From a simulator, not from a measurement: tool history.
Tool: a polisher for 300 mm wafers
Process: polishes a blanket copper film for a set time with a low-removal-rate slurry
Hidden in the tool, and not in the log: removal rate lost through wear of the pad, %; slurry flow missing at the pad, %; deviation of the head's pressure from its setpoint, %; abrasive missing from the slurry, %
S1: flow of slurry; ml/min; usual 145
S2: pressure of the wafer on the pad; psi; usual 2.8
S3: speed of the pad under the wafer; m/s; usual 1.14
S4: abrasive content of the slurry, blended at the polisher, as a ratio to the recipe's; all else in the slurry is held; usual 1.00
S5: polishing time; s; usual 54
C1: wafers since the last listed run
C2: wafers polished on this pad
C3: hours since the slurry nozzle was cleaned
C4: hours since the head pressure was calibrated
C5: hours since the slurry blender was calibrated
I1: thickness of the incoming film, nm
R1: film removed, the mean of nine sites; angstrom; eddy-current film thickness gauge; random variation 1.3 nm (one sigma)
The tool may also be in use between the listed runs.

run 1 hour=0.0 | S1=145 S2=2.1 S3=1.14 S4=1.00 S5=44 | C1=0 C2=359 C3=436.6 C4=938.2 C5=40.6 | I1=1127.5 | R1=874
-- hour=56.7 worn pad replaced by a new one
-- hour=57.3 slurry blender recalibrated
run 2 hour=57.7 | S1=145 S2=2.8 S3=1.14 S4=1.00 S5=54 | C1=427 C2=2 C3=494.3 C4=995.9 C5=0.4 | I1=1140.7 | R1=1335
run 3 hour=89.5 | S1=145 S2=2.8 S3=1.14 S4=1.00 S5=54 | C1=256 C2=259 C3=526.1 C4=1027.7 C5=32.2 | I1=1135.0 | R1=1361
run 4 hour=115.1 | S1=145 S2=2.8 S3=1.14 S4=1.00 S5=54 | C1=206 C2=465 C3=551.7 C4=1053.3 C5=57.8 | I1=1143.8 | R1=1368
run 5 hour=145.5 | S1=145 S2=2.8 S3=1.14 S4=1.00 S5=54 | C1=244 C2=710 C3=582.1 C4=1083.7 C5=88.2 | I1=1146.6 | R1=1356
-- hour=157.3 worn pad replaced by a new one
run 6 hour=158.9 | S1=145 S2=2.8 S3=1.14 S4=1.00 S5=54 | C1=75 C2=12 C3=595.5 C4=1097.1 C5=101.6 | I1=1143.8 | R1=1360
-- hour=163.7 slurry blender recalibrated
-- hour=165.5 slurry nozzle cleaned
run 7 hour=174.1 | S1=145 S2=2.8 S3=1.14 S4=1.00 S5=54 | C1=98 C2=111 C3=8.6 C4=1112.3 C5=10.4 | I1=1115.2 | R1=1363
run 8 hour=187.1 | S1=145 S2=2.8 S3=1.14 S4=1.00 S5=54 | C1=104 C2=215 C3=21.6 C4=1125.3 C5=23.4 | I1=1121.6 | R1=1362
run 9 hour=219.7 | S1=145 S2=2.8 S3=1.14 S4=1.00 S5=54 | C1=262 C2=478 C3=54.2 C4=1157.9 C5=56.0 | I1=1121.1 | R1=1372
run 10 hour=232.4 | S1=145 S2=2.4 S3=1.36 S4=0.70 S5=54 | C1=102 C2=580 C3=66.9 C4=1170.6 C5=68.7 | I1=1135.8 | R1=1269
-- hour=252.3 worn pad replaced by a new one
run 11 hour=262.5 | S1=130 S2=2.8 S3=0.88 S4=0.75 S5=37 | C1=210 C2=81 C3=97.0 C4=1200.7 C5=98.8 | I1=1147.4 | R1=685
-- hour=276.8 slurry blender recalibrated
run 12 hour=280.3 | S1=175 S2=2.8 S3=1.14 S4=1.00 S5=54 | C1=127 C2=209 C3=114.8 C4=1218.5 C5=3.5 | I1=1149.9 | R1=1399

Forecast run 13:
run 13 hour=293.2 | S1=145 S2=2.8 S3=1.52 S4=1.00 S5=39 | C1=103 C2=313 C3=127.7 C4=1231.4 C5=16.4 | I1=1138.8 | R1=?

R1: 1279 angstrom
Without the tool's hidden state the same run would have given R1 1409 angstrom.

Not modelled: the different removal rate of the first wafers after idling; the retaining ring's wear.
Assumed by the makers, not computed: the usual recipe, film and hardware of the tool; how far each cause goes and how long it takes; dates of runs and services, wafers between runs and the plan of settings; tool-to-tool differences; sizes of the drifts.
